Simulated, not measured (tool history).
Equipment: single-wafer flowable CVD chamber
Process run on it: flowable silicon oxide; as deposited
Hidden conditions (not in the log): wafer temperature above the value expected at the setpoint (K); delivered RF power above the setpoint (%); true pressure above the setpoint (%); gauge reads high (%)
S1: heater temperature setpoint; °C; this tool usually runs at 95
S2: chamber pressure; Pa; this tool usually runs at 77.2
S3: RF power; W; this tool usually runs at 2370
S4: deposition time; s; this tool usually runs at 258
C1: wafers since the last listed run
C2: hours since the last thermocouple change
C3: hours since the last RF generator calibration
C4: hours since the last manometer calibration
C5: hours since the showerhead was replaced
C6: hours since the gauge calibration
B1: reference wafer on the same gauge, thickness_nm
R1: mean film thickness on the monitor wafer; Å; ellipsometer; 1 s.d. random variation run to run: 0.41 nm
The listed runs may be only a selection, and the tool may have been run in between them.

run	hour	S1	S2	S3	S4	C1	C2	C3	C4	C5	C6	B1	R1
1	0.0	95	77.2	2370	258	0	2224.7	2081.8	962.7	6093.8	162.7	112.107	1190.44
2	10.4	95	77.2	2370	258	80	2235.1	2092.2	973.1	6104.2	173.1	112.039	1192.33
3	18.0	95	77.2	2370	258	58	2242.7	2099.8	980.7	6111.8	180.7	112.122	1188.75
4	32.5	95	77.2	2370	258	111	2257.2	2114.3	995.2	6126.3	195.2	112.120	1183.42
5	41.7	95	77.2	2210	227	71	2266.4	2123.5	1004.4	6135.5	204.4	112.080	1045.71
6	57.5	95	77.2	2210	227	121	2282.2	2139.3	1020.2	6151.3	220.2	111.991	1037.30
# hour 72.5: thermocouple changed; heater temperature recalibrated
# hour 78.4: RF generator calibrated
7	78.9	95	77.2	2210	227	57	6.4	0.5	1041.6	6172.7	241.6	111.895	1031.69
8	79.3	95	77.2	2370	258	3	6.8	0.9	1042.0	6173.1	242.0	112.008	1185.99
9	89.2	95	77.2	2495	258	76	16.7	10.8	1051.9	6183.0	251.9	111.928	1192.44
10	100.2	95	77.2	2370	258	84	27.7	21.8	1062.9	6194.0	262.9	111.888	1176.17
11	118.0	95	77.2	2370	258	137	45.5	39.6	1080.7	6211.8	280.7	111.954	1180.54
12	133.5	95	71.3	2370	227	119	61.0	55.1	1096.2	6227.3	296.2	111.838	960.66
13	158.4	95	67.2	2575	258	192	85.9	80.0	1121.1	6252.2	321.1	111.923	1036.88
14	169.8	95	77.2	2370	258	88	97.3	91.4	1132.5	6263.6	332.5	112.027	1178.21
15	183.3	104	77.2	2370	280	104	110.8	104.9	1146.0	6277.1	346.0	112.194	968.11
# hour 202.3: gauge calibrated
# hour 203.9: showerhead replaced, of another model than before
16	204.4	95	87.9	2680	213	101	131.9	126.0	1167.1	0.5	2.1	112.164	1096.27
17	218.1	95	77.2	2370	210	105	145.6	139.7	1180.8	14.2	15.8	111.989	962.00
18	228.9	95	77.2	2370	258	83	156.4	150.5	1191.6	25.0	26.6	112.131	1187.62
# hour 240.3: capacitance manometer re-zeroed and calibrated
19	240.8	100	92.3	2370	296	30	168.3	162.4	0.5	36.9	38.5	111.938	1405.17
20	248.4	95	64.1	2370	258	58	175.9	170.0	8.1	44.5	46.1	112.016	1074.66
21	254.7	88	77.2	2610	239	48	182.2	176.3	14.4	50.8	52.4	111.930	1431.54
22	260.9	95	88.9	2370	295	47	188.4	182.5	20.6	57.0	58.6	111.986	1593.16
23	273.5	103	87.9	2370	258	97	201.0	195.1	33.2	69.6	71.2	111.898	1074.71
24	311.8	102	65.3	2010	232	295	239.3	233.4	71.5	107.9	109.5	111.955	781.38
25	326.8	95	94.7	2050	258	115	254.3	248.4	86.5	122.9	124.5	112.053	1451.66
26	340.6	95	96.1	2515	258	106	268.1	262.2	100.3	136.7	138.3	111.965	1493.97
27	351.6	87	77.2	1980	258	84	279.1	273.2	111.3	147.7	149.3	111.989	1559.86

Below are 5 alternative next runs, each starting from the tool's condition after run 27. Predict each:
A	352.1	95	66.3	2370	258	3	279.6	273.7	111.8	148.2	149.8	?	?
B	352.1	95	77.2	2810	258	3	279.6	273.7	111.8	148.2	149.8	?	?
C	352.1	99	77.2	2535	258	3	279.6	273.7	111.8	148.2	149.8	?	?
D	352.1	102	77.2	2755	278	3	279.6	273.7	111.8	148.2	149.8	?	?
E	352.1	109	92.8	2820	236	3	279.6	273.7	111.8	148.2	149.8	?	?

run	B1	R1
A	111.831	1106.50
B	111.831	1258.50
C	111.831	1105.88
D	111.831	1092.90
E	111.831	868.78
Stripped of hidden state, with their random variation kept, the same runs would have yielded:
run	R1
A	1116.09
B	1269.41
C	1115.46
D	1102.36
E	876.03

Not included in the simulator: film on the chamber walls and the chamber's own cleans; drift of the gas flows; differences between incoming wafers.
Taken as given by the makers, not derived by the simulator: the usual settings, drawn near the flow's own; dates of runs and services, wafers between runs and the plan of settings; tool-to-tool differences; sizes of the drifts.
